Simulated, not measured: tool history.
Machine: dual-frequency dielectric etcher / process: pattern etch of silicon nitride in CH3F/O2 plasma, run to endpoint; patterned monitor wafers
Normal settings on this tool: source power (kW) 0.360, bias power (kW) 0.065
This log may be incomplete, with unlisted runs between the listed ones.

| run | hour | source power (kW) | bias power (kW) | incoming incoming film thickness, nm | endpoint time (s) |
|---|---|---|---|---|---|
| 1 | 0.0 | 0.360 | 0.065 | 79.0 | 89.4 |
| 2 | 16.9 | 0.360 | 0.071 | 79.0 | 84.9 |
| 3 | 33.5 | 0.310 | 0.055 | 78.6 | 102.2 |
| 4 | 65.7 | 0.310 | 0.065 | 78.9 | 95.4 |
| 5 | 90.3 | 0.310 | 0.065 | 79.9 | 96.4 |
| 6 | 124.8 | 0.310 | 0.065 | 79.3 | 96.2 |
| 7 | 152.9 | 0.320 | 0.065 | 78.7 | 93.2 |
| 8 | 174.3 | 0.320 | 0.065 | 79.5 | 93.0 |
|  | 224.5 | upper electrode replaced, of another model than before |
| 9 | 225.0 | 0.320 | 0.065 | 78.5 | 89.2 |
| 10 | 236.0 | 0.300 | 0.065 | 79.7 | 92.1 |
| 11 | 248.2 | 0.360 | 0.055 | 78.9 | 88.2 |
| 12 | 275.6 | 0.360 | 0.065 | 79.3 | 85.0 |
| 13 | 294.8 | 0.440 | 0.069 | 79.0 | 77.9 |
| 14 | 326.9 | 0.360 | 0.065 | 78.9 | 84.4 |
|  | 338.4 | source power generator calibrated |
|  | 371.3 | wet clean of the chamber |
|  | 372.1 | bias power generator calibrated |
| 15 | 372.6 | 0.280 | 0.053 | 79.3 | 102.4 |
| 16 | 376.5 | 0.270 | 0.075 | 79.5 | 96.3 |
| 17 | 408.7 | 0.390 | 0.079 | 78.5 | 83.2 |
| 18 | 435.0 | 0.360 | 0.081 | 79.0 | 83.7 |
| 19 | 451.8 | 0.380 | 0.065 | 80.0 | 87.6 |
| 20 | 470.6 | 0.390 | 0.065 | 78.4 | 85.6 |
| 21 | 483.8 | 0.360 | 0.065 | 79.2 | 88.6 |
| 22 | 568.2 | 0.280 | 0.051 | 78.7 | 100.6 |
| 23 | 587.1 | 0.360 | 0.065 | 79.2 | 86.5 |
| 24 | 603.7 | 0.340 | 0.065 | 79.3 | 88.3 |
| 25 | 645.5 | 0.320 | 0.060 | 79.7 | 91.7 |

Predict each of these 4 candidate next runs independently; none follows another, all start after run 25:
| A | 646.0 | 0.360 | 0.065 | 79.5 | ? |
| B | 646.0 | 0.310 | 0.077 | 79.5 | ? |
| C | 646.0 | 0.410 | 0.079 | 79.5 | ? |
| D | 646.0 | 0.400 | 0.060 | 79.5 | ? |

| run | endpoint time (s) |
|---|---|
| A | 85.8 |
| B | 87.5 |
| C | 78.3 |
| D | 83.7 |
Without the tool's hidden state the same runs would have given:
| run | endpoint time (s) |
|---|---|
| A | 88.2 |
| B | 90.0 |
| C | 80.6 |
| D | 86.1 |
